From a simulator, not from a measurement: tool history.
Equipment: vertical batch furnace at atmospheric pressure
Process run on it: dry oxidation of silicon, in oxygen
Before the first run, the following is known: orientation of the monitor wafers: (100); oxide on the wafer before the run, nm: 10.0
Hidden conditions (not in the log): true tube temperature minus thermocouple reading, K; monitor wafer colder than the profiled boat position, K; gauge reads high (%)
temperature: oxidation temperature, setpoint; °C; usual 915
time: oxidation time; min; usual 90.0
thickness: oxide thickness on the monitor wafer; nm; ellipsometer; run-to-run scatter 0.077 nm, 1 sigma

| run | hour | temperature | time | wafers since the last listed run | hours since the last temperature calibration | hours since the boat lift was adjusted | hours since the gauge calibration | read-back reference wafer on the same gauge, thickness | thickness |
|---|---|---|---|---|---|---|---|---|---|
| 1 | 0.0 | 915 | 90.0 | 0 | 4060.2 | 1389.6 | 254.7 | 34.60 | 29.76 |
| 2 | 13.8 | 915 | 69.0 | 128 | 4074.0 | 1403.4 | 268.5 | 34.63 | 25.95 |
| 3 | 25.8 | 915 | 69.0 | 111 | 4086.0 | 1415.4 | 280.5 | 34.62 | 25.95 |
| 4 | 40.8 | 915 | 112.0 | 139 | 4101.0 | 1430.4 | 295.5 | 34.57 | 33.87 |
| 5 | 50.1 | 915 | 112.0 | 86 | 4110.3 | 1439.7 | 304.8 | 34.61 | 33.83 |
| 6 | 63.2 | 915 | 112.0 | 121 | 4123.4 | 1452.8 | 317.9 | 34.60 | 33.63 |
| 7 | 74.7 | 915 | 90.0 | 107 | 4134.9 | 1464.3 | 329.4 | 34.65 | 29.93 |
|  | 99.0 | thermocouples replaced and temperature profile calibrated |
| 8 | 99.5 | 915 | 90.0 | 7 | 0.5 | 1489.1 | 354.2 | 34.59 | 29.84 |
| 9 | 104.0 | 915 | 90.0 | 41 | 5.0 | 1493.6 | 358.7 | 34.59 | 29.94 |
| 10 | 115.5 | 915 | 90.0 | 107 | 16.5 | 1505.1 | 370.2 | 34.62 | 29.78 |
| 11 | 125.9 | 915 | 90.0 | 96 | 26.9 | 1515.5 | 380.6 | 34.58 | 29.77 |
|  | 150.4 | boat lift adjusted |
| 12 | 150.9 | 915 | 90.0 | 9 | 51.9 | 0.5 | 405.6 | 34.61 | 30.76 |
| 13 | 155.4 | 915 | 90.0 | 41 | 56.4 | 5.0 | 410.1 | 34.62 | 30.69 |
| 14 | 165.3 | 934 | 90.0 | 92 | 66.3 | 14.9 | 420.0 | 34.60 | 36.31 |
| 15 | 178.8 | 934 | 90.0 | 125 | 79.8 | 28.4 | 433.5 | 34.65 | 36.35 |
| 16 | 191.8 | 930 | 104.5 | 120 | 92.8 | 41.4 | 446.5 | 34.61 | 38.11 |
| 17 | 207.7 | 924 | 123.0 | 147 | 108.7 | 57.3 | 462.4 | 34.60 | 40.30 |
| 18 | 218.6 | 933 | 90.0 | 101 | 119.6 | 68.2 | 473.3 | 34.62 | 35.89 |
|  | 223.1 | gauge calibrated |
| 19 | 230.7 | 892 | 132.0 | 112 | 131.7 | 80.3 | 7.6 | 34.62 | 31.40 |
| 20 | 245.7 | 915 | 105.5 | 139 | 146.7 | 95.3 | 22.6 | 34.60 | 33.75 |
| 21 | 261.2 | 904 | 119.0 | 144 | 162.2 | 110.8 | 38.1 | 34.59 | 32.81 |
| 22 | 269.5 | 930 | 116.5 | 77 | 170.5 | 119.1 | 46.4 | 34.63 | 41.04 |
| 23 | 278.7 | 934 | 90.0 | 85 | 179.7 | 128.3 | 55.6 | 34.61 | 36.28 |
| 24 | 285.1 | 915 | 90.0 | 59 | 186.1 | 134.7 | 62.0 | 34.61 | 30.82 |
| 25 | 293.9 | 915 | 90.0 | 81 | 194.9 | 143.5 | 70.8 | 34.62 | 30.77 |
| 26 | 304.3 | 892 | 121.0 | 96 | 205.3 | 153.9 | 81.2 | 34.61 | 29.75 |
| 27 | 319.8 | 915 | 90.0 | 144 | 220.8 | 169.4 | 96.7 | 34.60 | 30.83 |
| 28 | 327.9 | 915 | 53.5 | 75 | 228.9 | 177.5 | 104.8 | 34.65 | 23.35 |
| 29 | 343.0 | 915 | 90.0 | 140 | 244.0 | 192.6 | 119.9 | 34.60 | 30.88 |
| 30 | 359.5 | 938 | 124.5 | 153 | 260.5 | 209.1 | 136.4 | 34.59 | 46.23 |
| 31 | 371.8 | 906 | 59.5 | 114 | 272.8 | 221.4 | 148.7 | 34.60 | 23.08 |
| 32 | 381.2 | 936 | 78.0 | 87 | 282.2 | 230.8 | 158.1 | 34.59 | 33.90 |
| 33 | 399.1 | 915 | 90.0 | 166 | 300.1 | 248.7 | 176.0 | 34.61 | 30.68 |
| 34 | 408.9 | 915 | 90.0 | 91 | 309.9 | 258.5 | 185.8 | 34.58 | 30.75 |
| 35 | 418.9 | 902 | 126.5 | 93 | 319.9 | 268.5 | 195.8 | 34.57 | 33.17 |
| 36 | 427.5 | 899 | 67.0 | 80 | 328.5 | 277.1 | 204.4 | 34.61 | 23.08 |
| 37 | 443.4 | 908 | 62.0 | 147 | 344.4 | 293.0 | 220.3 | 34.61 | 23.78 |
| 38 | 472.1 | 915 | 90.0 | 267 | 373.1 | 321.7 | 249.0 | 34.59 | 30.58 |
| 39 | 488.6 | 907 | 115.5 | 153 | 389.6 | 338.2 | 265.5 | 34.60 | 33.11 |

Predict each of these 4 candidate next runs independently; none follows another, all start after run 39:
| A | 493.2 | 915 | 47.5 | 42 | 394.2 | 342.8 | 270.1 | ? | ? |
| B | 493.2 | 909 | 120.0 | 42 | 394.2 | 342.8 | 270.1 | ? | ? |
| C | 493.2 | 936 | 112.0 | 42 | 394.2 | 342.8 | 270.1 | ? | ? |
| D | 493.2 | 902 | 50.0 | 42 | 394.2 | 342.8 | 270.1 | ? | ? |

| run | read-back reference wafer on the same gauge, thickness | thickness |
|---|---|---|
| A | 34.61 | 22.04 |
| B | 34.61 | 34.37 |
| C | 34.61 | 42.23 |
| D | 34.61 | 20.61 |
What these runs would have given with no unlogged condition in the tool:
| run | thickness |
|---|---|
| A | 22.09 |
| B | 34.47 |
| C | 42.35 |
| D | 20.66 |
